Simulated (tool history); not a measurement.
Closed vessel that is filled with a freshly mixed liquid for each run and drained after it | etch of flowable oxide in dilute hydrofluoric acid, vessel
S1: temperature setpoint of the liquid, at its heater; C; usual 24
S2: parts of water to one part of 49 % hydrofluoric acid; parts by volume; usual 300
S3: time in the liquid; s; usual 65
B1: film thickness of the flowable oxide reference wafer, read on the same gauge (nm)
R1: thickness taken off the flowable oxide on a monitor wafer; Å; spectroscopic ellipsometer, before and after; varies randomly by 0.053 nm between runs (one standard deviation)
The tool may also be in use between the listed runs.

run,day,S1,S2,S3,B1,R1
1,0,24,235,65,90,93.7
# day 0.15: gauge calibrated
2,0.729,24,235,65,90.02,93.6
3,1.958,24,235,65,89.96,93.1
4,2.579,22,300,65,89.96,62.5
5,3.196,22,300,65,90,62.4
6,3.629,22,300,65,90.01,63
7,4.146,27,300,65,89.98,74.3
8,4.783,27,300,65,90,73.9
9,5.271,24,180,65,90.01,128.6
10,5.583,24,300,65,89.99,67.4
11,6.058,28.5,405,65,90.02,50.8
# day 6.225: thermometer replaced
# day 6.258: hydrofluoric acid flow meter replaced
# day 7.117: gauge calibrated
12,7.383,20.5,435,100,90.04,65.2
13,8.104,28.5,300,100,90,141.6
14,8.704,24,300,65,89.98,80.2
15,8.971,24,185,30,90.01,66.2
16,9.229,20.5,260,65,90.01,84

Each row is a separate what-if for the run after 16, all from the same tool condition, not one after another. Results?
A,9.258,24,440,65,?,?
B,9.258,24,300,90,?,?
C,9.258,22.5,430,80,?,?
D,9.258,19,245,30,?,?

run,B1,R1
A,89.99,47
B,89.99,108.8
C,89.99,56.9
D,89.99,39
With the hidden condition removed and each run's random variation left untouched, the same runs would have given:
run,R1
A,48.1
B,111.1
C,58.2
D,39.8
